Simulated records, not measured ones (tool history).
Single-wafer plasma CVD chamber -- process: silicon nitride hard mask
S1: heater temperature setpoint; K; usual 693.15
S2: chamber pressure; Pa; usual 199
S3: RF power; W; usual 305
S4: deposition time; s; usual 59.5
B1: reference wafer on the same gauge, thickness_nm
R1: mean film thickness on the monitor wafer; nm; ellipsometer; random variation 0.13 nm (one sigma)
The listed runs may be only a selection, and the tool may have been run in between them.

| run | day | S1 | S2 | S3 | S4 | B1 | R1 |
|---|---|---|---|---|---|---|---|
| 1 | 0 | 693.15 | 199 | 305 | 59.5 | 67.713 | 64.431 |
| 2 | 0.483 | 693.15 | 199 | 330 | 59.5 | 67.76 | 66.566 |
| 3 | 1.096 | 693.15 | 199 | 330 | 59.5 | 67.681 | 66.648 |
| 4 | 1.708 | 693.15 | 199 | 330 | 59.5 | 67.717 | 66.78 |
| 5 | 2.338 | 693.15 | 199 | 305 | 59.5 | 67.673 | 64.441 |
| 6 | 2.846 | 693.15 | 199 | 305 | 59.5 | 67.688 | 64.308 |
| 7 | 3.542 | 693.15 | 159 | 305 | 59.5 | 67.638 | 61.919 |
| 8 | 4.058 | 693.15 | 199 | 305 | 59.5 | 67.66 | 64.353 |
| 9 | 4.788 | 684.15 | 199 | 305 | 59.5 | 67.691 | 64.257 |
|  | 6.062 | showerhead replaced |
| 10 | 6.083 | 681.15 | 199 | 355 | 64.1 | 67.709 | 74.548 |
| 11 | 6.112 | 693.15 | 199 | 305 | 59.5 | 67.751 | 64.203 |
| 12 | 6.592 | 693.15 | 199 | 305 | 52.2 | 67.717 | 55.957 |
|  | 7.238 | RF generator calibrated |
| 13 | 7.258 | 693.15 | 199 | 285 | 59.5 | 67.732 | 64.91 |
| 14 | 7.471 | 693.15 | 199 | 305 | 49.7 | 67.705 | 55.678 |
|  | 8.279 | thermocouple changed; heater temperature recalibrated |
|  | 8.288 | gauge calibrated |
| 15 | 8.3 | 693.15 | 217 | 305 | 47.8 | 67.672 | 54.294 |
|  | 8.65 | capacitance manometer re-zeroed and calibrated |
| 16 | 8.671 | 678.15 | 235 | 305 | 59.5 | 67.74 | 68.55 |
| 17 | 9.104 | 701.15 | 165 | 260 | 51 | 67.701 | 51.588 |
| 18 | 9.729 | 693.15 | 199 | 305 | 59.5 | 67.74 | 66.817 |
| 19 | 10.325 | 693.15 | 199 | 305 | 59.5 | 67.704 | 66.84 |
| 20 | 10.633 | 693.15 | 199 | 305 | 59.5 | 67.646 | 66.583 |
| 21 | 10.883 | 693.15 | 199 | 330 | 59.5 | 67.729 | 69.084 |
| 22 | 11.142 | 693.15 | 245 | 305 | 59.5 | 67.694 | 68.755 |
| 23 | 11.504 | 693.15 | 247 | 285 | 59.5 | 67.668 | 66.865 |
| 24 | 12.071 | 679.15 | 199 | 305 | 59.5 | 67.692 | 67.052 |
| 25 | 12.788 | 693.15 | 199 | 305 | 59.5 | 67.719 | 66.499 |
| 26 | 13.454 | 693.15 | 175 | 305 | 59.5 | 67.699 | 65.382 |
| 27 | 14.108 | 705.15 | 199 | 305 | 65.6 | 67.734 | 72.942 |
| 28 | 14.754 | 693.15 | 163 | 340 | 67.8 | 67.658 | 77.633 |

Branching from run 28: 5 alternative next runs. What would each branch give?
| A | 14.771 | 693.15 | 199 | 270 | 59.5 | ? | ? |
| B | 14.771 | 693.15 | 199 | 340 | 48.7 | ? | ? |
| C | 14.771 | 701.15 | 199 | 270 | 66.5 | ? | ? |
| D | 14.771 | 693.15 | 199 | 265 | 59.5 | ? | ? |
| E | 14.771 | 680.15 | 199 | 305 | 48.1 | ? | ? |

| run | B1 | R1 |
|---|---|---|
| A | 67.729 | 62.942 |
| B | 67.729 | 57.3 |
| C | 67.729 | 70.111 |
| D | 67.729 | 62.415 |
| E | 67.729 | 54.096 |
Take away the tool's hidden state, keep each run's random variation, and the runs would have read:
| run | R1 |
|---|---|
| A | 63.185 |
| B | 57.515 |
| C | 70.382 |
| D | 62.656 |
| E | 54.299 |
